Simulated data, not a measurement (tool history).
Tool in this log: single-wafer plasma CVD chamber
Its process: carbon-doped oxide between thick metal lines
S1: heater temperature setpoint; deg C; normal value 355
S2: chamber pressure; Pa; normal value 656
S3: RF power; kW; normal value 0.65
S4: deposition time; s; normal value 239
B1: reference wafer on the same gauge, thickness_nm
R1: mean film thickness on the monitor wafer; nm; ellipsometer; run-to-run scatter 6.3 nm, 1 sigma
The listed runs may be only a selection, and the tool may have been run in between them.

run	hour	S1	S2	S3	S4	B1	R1
1	0	355	607	0.65	239	1451.485	1422.122
# hour 34.3: RF generator calibrated
2	34.8	355	607	0.65	239	1449.971	1419.897
3	79.6	347	656	0.65	239	1451.789	1477.701
4	121	347	656	0.65	239	1452.223	1485.383
5	162.1	347	656	0.65	239	1449.115	1475.189
6	225.4	355	656	0.65	239	1450.487	1439.985
7	278.8	355	504	0.76	214	1450.207	1316.997
8	342	340	656	0.65	239	1451.113	1494.028
9	407.4	355	656	0.65	239	1449.535	1447.199
# hour 461: gauge calibrated
10	478.4	355	656	0.65	239	1450.54	1442.876
11	540.9	355	751	0.65	239	1450.836	1496.642
12	575.7	362	603	0.65	239	1450.061	1398.465
# hour 603.4: thermocouple changed; heater temperature recalibrated
# hour 616.4: showerhead replaced, of another model than before
13	629.6	355	656	0.53	268	1450.979	1488.369
14	675.5	351	656	0.65	239	1452.096	1454.135
15	704.3	362	656	0.65	267	1449.04	1584.912
# hour 731.4: capacitance manometer re-zeroed and calibrated
16	769.7	348	765	0.76	268	1450.038	1847.215
17	806.9	355	500	0.65	263	1447.529	1482.665
18	875.1	342	785	0.52	254	1449.982	1563.473
19	943.8	367	553	0.71	278	1450.559	1609.472
20	976.3	345	656	0.65	266	1450.544	1668.373
21	1017.2	355	656	0.65	239	1449.593	1468.902
22	1048	342	785	0.52	254	1447.768	1552.28
23	1090.2	362	544	0.57	201	1451.044	1083.313
24	1142.9	355	705	0.65	268	1451.093	1681.877

What does the tool deliver on the next run?
25	1178.3	355	656	0.65	239	?	?

B1: 1450.092
R1: 1461.762 nm
With the hidden condition absent and the run-to-run variation left alone, this run would have shown R1 1472.548 nm.

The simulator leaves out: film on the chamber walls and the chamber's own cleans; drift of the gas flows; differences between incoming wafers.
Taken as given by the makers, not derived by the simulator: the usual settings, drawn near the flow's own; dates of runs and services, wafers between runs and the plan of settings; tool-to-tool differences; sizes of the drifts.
